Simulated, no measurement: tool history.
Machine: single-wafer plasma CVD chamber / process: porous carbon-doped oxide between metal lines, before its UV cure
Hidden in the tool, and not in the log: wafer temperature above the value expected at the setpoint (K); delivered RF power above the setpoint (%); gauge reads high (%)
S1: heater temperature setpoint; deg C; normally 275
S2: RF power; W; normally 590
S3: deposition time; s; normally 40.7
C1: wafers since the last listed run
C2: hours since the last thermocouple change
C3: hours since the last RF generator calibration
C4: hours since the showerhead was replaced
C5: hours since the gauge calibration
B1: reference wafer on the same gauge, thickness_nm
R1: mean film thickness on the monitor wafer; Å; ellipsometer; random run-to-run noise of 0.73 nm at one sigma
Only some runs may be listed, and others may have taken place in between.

run,hour,S1,S2,S3,C1,C2,C3,C4,C5,B1,R1
1,0.0,275,590,36.3,0,2219.0,902.5,7522.2,140.7,288.212,2352.03
2,17.1,275,590,36.3,336,2236.1,919.6,7539.3,157.8,287.944,2353.10
3,24.0,283,590,40.7,135,2243.0,926.5,7546.2,164.7,288.124,2501.22
4,36.5,283,590,40.7,246,2255.5,939.0,7558.7,177.2,288.079,2508.73
5,44.3,283,590,40.7,153,2263.3,946.8,7566.5,185.0,287.832,2509.34
6,58.6,275,590,40.7,281,2277.6,961.1,7580.8,199.3,288.044,2636.93
7,71.4,275,590,40.7,252,2290.4,973.9,7593.6,212.1,288.032,2626.98
8,87.8,275,590,40.7,323,2306.8,990.3,7610.0,228.5,288.030,2637.67
9,104.2,275,590,40.7,323,2323.2,1006.7,7626.4,244.9,288.030,2634.54
10,118.6,271,590,40.7,283,2337.6,1021.1,7640.8,259.3,288.075,2699.07
11,129.5,275,675,37.4,214,2348.5,1032.0,7651.7,270.2,287.895,2752.87
12,145.2,275,675,37.4,309,2364.2,1047.7,7667.4,285.9,288.282,2745.39
13,154.7,275,675,37.4,187,2373.7,1057.2,7676.9,295.4,287.893,2744.71
# hour 157.9: gauge calibrated
14,167.2,275,590,40.7,246,2386.2,1069.7,7689.4,9.3,287.991,2645.30
# hour 175.6: showerhead replaced
15,182.2,275,590,40.7,137,2401.2,1084.7,6.6,24.3,287.831,2627.64
# hour 196.2: thermocouple changed; heater temperature recalibrated
16,196.7,275,590,43.6,128,0.5,1099.2,21.1,38.8,287.842,2809.98
17,205.6,275,670,40.7,175,9.4,1108.1,30.0,47.7,288.051,2954.32
18,220.5,275,590,40.7,293,24.3,1123.0,44.9,62.6,288.156,2637.68
19,236.0,275,500,40.7,305,39.8,1138.5,60.4,78.1,288.021,2224.01
20,243.6,275,590,40.7,149,47.4,1146.1,68.0,85.7,287.825,2626.70
21,287.5,275,590,47.3,864,91.3,1190.0,111.9,129.6,288.148,3050.74
22,298.9,275,620,40.7,224,102.7,1201.4,123.3,141.0,288.132,2763.84
23,312.1,284,525,37.0,260,115.9,1214.6,136.5,154.2,287.831,2015.89
# hour 328.2: RF generator calibrated
24,328.7,275,485,40.7,169,132.5,0.5,153.1,170.8,287.995,2135.53
25,338.5,275,590,40.7,193,142.3,10.3,162.9,180.6,288.036,2622.76
26,350.7,286,590,34.7,240,154.5,22.5,175.1,192.8,288.083,2109.08
27,365.7,289,655,36.9,295,169.5,37.5,190.1,207.8,288.160,2422.92
28,373.4,275,645,48.2,151,177.2,45.2,197.8,215.5,287.438,3375.70
29,390.8,275,625,40.7,342,194.6,62.6,215.2,232.9,287.724,2768.24
30,402.8,275,590,40.7,236,206.6,74.6,227.2,244.9,288.092,2631.57
31,420.0,275,500,40.7,338,223.8,91.8,244.4,262.1,287.982,2214.37
32,433.8,275,590,40.7,271,237.6,105.6,258.2,275.9,287.988,2635.23
33,451.4,275,705,40.7,346,255.2,123.2,275.8,293.5,288.361,3100.98
34,464.8,275,590,32.7,263,268.6,136.6,289.2,306.9,288.259,2128.27

Each row is a separate what-if for the run after 34, all from the same tool condition, not one after another. Results?
A,465.2,275,590,40.7,7,269.0,137.0,289.6,307.3,?,?
B,465.2,275,650,40.7,7,269.0,137.0,289.6,307.3,?,?
C,465.2,290,535,34.1,7,269.0,137.0,289.6,307.3,?,?
D,465.2,275,690,40.7,7,269.0,137.0,289.6,307.3,?,?

run,B1,R1
A,288.096,2618.50
B,288.096,2869.19
C,288.096,1828.50
D,288.096,3028.17
With the hidden condition removed and each run's random variation left untouched, the same runs would have given:
run,R1
A,2618.50
B,2869.19
C,1828.50
D,3028.17
